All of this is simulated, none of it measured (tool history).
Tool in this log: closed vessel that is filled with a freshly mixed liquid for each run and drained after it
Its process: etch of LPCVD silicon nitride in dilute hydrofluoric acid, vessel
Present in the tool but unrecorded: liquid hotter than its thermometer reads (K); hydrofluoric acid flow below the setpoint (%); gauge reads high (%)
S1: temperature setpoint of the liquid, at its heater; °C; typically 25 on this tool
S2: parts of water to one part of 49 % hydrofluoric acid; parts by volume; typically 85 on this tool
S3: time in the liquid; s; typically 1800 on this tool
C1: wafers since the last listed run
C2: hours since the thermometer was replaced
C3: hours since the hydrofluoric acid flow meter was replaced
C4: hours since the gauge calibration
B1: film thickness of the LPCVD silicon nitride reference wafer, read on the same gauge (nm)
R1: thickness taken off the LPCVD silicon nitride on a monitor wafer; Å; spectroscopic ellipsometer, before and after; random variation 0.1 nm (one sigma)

run     day    S1   S2    S3    C1     C2      C3     C4      B1     R1
  1       0    24   85  1800     0   49.9    1738  161.5  120.01  110.3
  2   1.396    24   85  1800  1338   83.4  1771.5    195  119.99  110.4
  3   2.754    25   85  1800  1302    116  1804.1  227.6  119.99  118.2
  4   4.883    25   85  1800  2041  167.1  1855.2  278.7  119.99  120.2
  5   6.754    25   85  1800  1793    212  1900.1  323.6  120.02  116.5
  6   9.567    25   85  1800  2696  279.5  1967.6  391.1     120  117.5
  7  10.988    25   85  1800  1362  313.6  2001.7  425.2  120.01  118.2
  8  12.458    25   85  1800  1410  348.9    2037  460.5  119.94  120.9
  9  14.979    25   65  1800  2417  409.4  2097.5    521  120.01  155.7
 10  17.525    25   65  1800  2440  470.5  2158.6  582.1  119.97  158.1
 11  18.704    25   85  1800  1130  498.8  2186.9  610.4  119.97  119.8
     22.875  -- gauge calibrated
 12  23.254    21   85   915  4362    608  2296.1    9.1  119.98   47.4
 13  26.096    27   85  1395  2724  676.2  2364.3   77.3  119.99  109.6
     26.938  -- thermometer replaced
     26.992  -- hydrofluoric acid flow meter replaced
 14  27.625  20.5   55   920  1386   16.5    15.2    114  120.05   67.6
 15  29.033  22.5   85   765  1350   50.3      49  147.8     120   41.7
 16  31.367    25   85  1800  2237  106.3     105  203.8     120  118.1
 17  33.633    25   85  1800  2173  160.7   159.4  258.2  120.01  120.4
 18  35.217  29.5  120  1800  1518  198.7   197.4  296.2  119.95  111.1
 19  36.292    25   85  1800  1030  224.5   223.2    322  119.97  119.2
 20  38.838    28  110  2755  2440  285.6   284.3  383.1  120.03  171.3
 21  41.038  26.5   85  1030  2109  338.4   337.1  435.9  119.97   74.7

The tool's hidden state at each run:
hydrofluoric acid flow below the setpoint (%): 0, the same for each run
gauge reads high (%): 0, the same for each run
H1: liquid hotter than its thermometer reads (K)
run      H1
  1  0.0959
  2   0.135
  3   0.172
  4   0.232
  5   0.284
  6   0.362
  7   0.401
  8   0.442
  9   0.512
 10   0.583
 11   0.616
 12   0.742
 13   0.821
 14  0.0218
 15   0.061
 16   0.126
 17   0.189
 18   0.233
 19   0.263
 20   0.333
 21   0.395
